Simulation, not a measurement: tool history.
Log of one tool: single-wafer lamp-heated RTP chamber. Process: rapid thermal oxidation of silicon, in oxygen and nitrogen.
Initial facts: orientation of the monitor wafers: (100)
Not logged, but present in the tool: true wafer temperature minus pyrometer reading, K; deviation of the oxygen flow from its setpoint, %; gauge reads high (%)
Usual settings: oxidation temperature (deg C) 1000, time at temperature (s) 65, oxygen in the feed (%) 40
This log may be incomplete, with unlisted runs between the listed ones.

run,hour,oxidation temperature (deg C),time at temperature (s),oxygen in the feed (%),wafers since the last listed run,wafers since the last pyrometer calibration,hours since the oxygen flow controller was replaced,hours since the gauge calibration,"read-back reference wafer on the same gauge, thickness",oxide thickness on the monitor wafer (angstrom)
1,0,1000,49,40,0,6358,3829.1,24.6,3.852,36.7
2,11.2,1000,49,40,63,6422,3840.3,35.8,3.853,36.62
3,29.4,1000,65,40,103,6525,3858.5,54,3.851,41.07
4,41.3,1000,76,40,67,6592,3870.4,65.9,3.852,43.67
5,94.2,1000,76,40,299,6892,3923.3,118.8,3.849,43.97
6,101.1,1000,65,40,39,6931,3930.2,125.7,3.847,41
7,110,1000,65,40,50,6981,3939.1,134.6,3.848,41.11
8,121.6,987,65,31,65,7047,3950.7,146.2,3.852,34.84
9,130.8,1024,36,28,52,7099,3959.9,155.4,3.852,33.94
# hour 143.5: gauge calibrated
# hour 147.8: oxygen flow controller replaced
# hour 152.3: pyrometer window cleaned and pyrometer calibrated
10,152.8,1000,65,27,53,2,5,9.3,3.848,36.24
11,153.2,979,65,55,2,4,5.4,9.7,3.852,39.17
12,160.4,981,96,68,40,45,12.6,16.9,3.847,50.61
13,173.6,1011,65,40,74,120,25.8,30.1,3.848,44.28
14,180.3,1000,39,17,37,158,32.5,36.8,3.854,27.05
15,192.6,1000,65,40,69,228,44.8,49.1,3.849,41.02
16,210.1,1000,92,52,99,327,62.3,66.6,3.85,51.82
17,220.3,1000,65,40,57,385,72.5,76.8,3.85,41.09

Here are 3 independent what-if runs from the current tool condition. What would each one return?
A,220.7,1000,65,40,2,387,72.9,77.2,?,?
B,220.7,971,86,40,2,387,72.9,77.2,?,?
C,220.7,983,47,17,2,387,72.9,77.2,?,?

run,"read-back reference wafer on the same gauge, thickness",oxide thickness on the monitor wafer (angstrom)
A,3.852,40.96
B,3.852,37.75
C,3.852,26.5
What these runs would have given with no unlogged condition in the tool:
run,oxide thickness on the monitor wafer (angstrom)
A,40.96
B,37.75
C,26.5

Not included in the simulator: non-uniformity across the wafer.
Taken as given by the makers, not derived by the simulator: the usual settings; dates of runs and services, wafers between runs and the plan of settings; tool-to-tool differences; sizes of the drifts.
